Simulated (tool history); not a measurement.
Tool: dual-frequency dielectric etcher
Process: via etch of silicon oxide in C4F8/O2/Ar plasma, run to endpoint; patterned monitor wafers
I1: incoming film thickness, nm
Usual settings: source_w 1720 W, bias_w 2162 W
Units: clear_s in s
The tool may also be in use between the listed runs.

Run 1, hour 0.0: usual settings but source_w 1380 W; I1 1759.5. Result: clear_s 380.4 s.
Run 2, hour 24.6: usual settings but source_w 1380 W; I1 1783.7. Result: clear_s 385.2 s.
Run 3, hour 49.0: usual settings; I1 1775.2. Result: clear_s 353.5 s.
Run 4, hour 78.1: usual settings but source_w 1980 W; I1 1780.8. Result: clear_s 335.6 s.
Run 5, hour 112.2: usual settings; I1 1790.8. Result: clear_s 356.1 s.
Run 6, hour 130.8: usual settings; I1 1780.8. Result: clear_s 354.7 s.
Run 7, hour 151.5: usual settings; I1 1801.7. Result: clear_s 357.3 s.
Run 8, hour 187.2: usual settings; I1 1792.9. Result: clear_s 355.3 s.
Run 9, hour 220.5: usual settings; I1 1756.0. Result: clear_s 347.2 s.
Run 10, hour 306.4: usual settings; I1 1774.8. Result: clear_s 348.7 s.
At hour 348.0: wet clean of the chamber.
Run 11, hour 348.5: usual settings; I1 1786.9. Result: clear_s 359.3 s.
Run 12, hour 348.9: usual settings; I1 1773.1. Result: clear_s 356.4 s.
Run 13, hour 361.4: usual settings but bias_w 2028 W; I1 1792.5. Result: clear_s 365.7 s.
Run 14, hour 377.2: usual settings but bias_w 2340 W; I1 1754.6. Result: clear_s 345.0 s.
At hour 387.5: source power generator calibrated.
Run 15, hour 410.3: usual settings but source_w 1900 W, bias_w 1801 W; I1 1766.6. Result: clear_s 356.4 s.
At hour 436.5: bias power generator calibrated.
Run 16, hour 501.1: usual settings; I1 1766.1. Result: clear_s 347.5 s.
Run 17, hour 513.4: usual settings but bias_w 2336 W; I1 1780.5. Result: clear_s 341.4 s.
Run 18, hour 540.6: usual settings but bias_w 1792 W; I1 1778.5. Result: clear_s 363.8 s.
Run 19, hour 561.1: usual settings but source_w 1500 W, bias_w 2674 W; I1 1783.8. Result: clear_s 344.2 s.
Run 20, hour 591.4: usual settings but source_w 2070 W, bias_w 2661 W; I1 1779.2. Result: clear_s 307.3 s.
Run 21, hour 621.5: usual settings but source_w 1560 W, bias_w 1730 W; I1 1787.5. Result: clear_s 382.5 s.
Run 22, hour 657.0: usual settings but source_w 2010 W, bias_w 1989 W; I1 1777.9. Result: clear_s 335.0 s.
Run 23, hour 690.1: usual settings; I1 1772.6. Result: clear_s 345.3 s.
At hour 731.3: upper electrode replaced.
Run 24, hour 731.8: usual settings but source_w 1320 W, bias_w 2509 W; I1 1812.2. Result: clear_s 368.5 s.
Run 25, hour 732.2: usual settings but source_w 2150 W, bias_w 2377 W; I1 1785.3. Result: clear_s 313.3 s.
Run 26, hour 758.3: usual settings; I1 1758.9. Result: clear_s 338.9 s.
At hour 791.1: wet clean of the chamber.
Run 27, hour 791.6: usual settings but source_w 2080 W, bias_w 1770 W; I1 1760.5. Result: clear_s 343.0 s.
Run 28, hour 807.5: usual settings but source_w 1550 W, bias_w 1849 W; I1 1786.3. Result: clear_s 382.8 s.
Run 29, hour 826.3: usual settings but source_w 2140 W, bias_w 2003 W; I1 1773.3. Result: clear_s 330.4 s.
Run 30, hour 845.0: usual settings but source_w 2140 W, bias_w 1643 W; I1 1760.9. Result: clear_s 343.2 s.
Run 31, hour 873.8: usual settings but source_w 1400 W, bias_w 1744 W; I1 1778.7. Result: clear_s 398.0 s.
Run 32, hour 895.6: usual settings; I1 1751.7. Result: clear_s 345.6 s.
Run 33, hour 931.0: usual settings but source_w 2140 W, bias_w 1643 W; I1 1763.9. Result: clear_s 343.5 s.
Run 34, hour 946.1: usual settings but source_w 1580 W; I1 1770.7. Result: clear_s 358.4 s.
Run 35, hour 974.9: usual settings; I1 1789.9. Result: clear_s 353.5 s.
Run 36, hour 1002.1: usual settings but source_w 1940 W; I1 1779.2. Result: clear_s 332.9 s.

Forecast each of these 3 alternatives for the next run:
Run A, hour 1002.6: usual settings; I1 1781.3. Result: clear_s ?.
Run B, hour 1002.6: usual settings but source_w 1440 W; I1 1781.3. Result: clear_s ?.
Run C, hour 1002.6: usual settings but source_w 1400 W, bias_w 2390 W; I1 1781.3. Result: clear_s ?.

run  clear_s
  A    349.0
  B    372.0
  C    365.8
Without the tool's hidden state the same runs would have given:
run  clear_s
  A    351.1
  B    374.2
  C    367.9
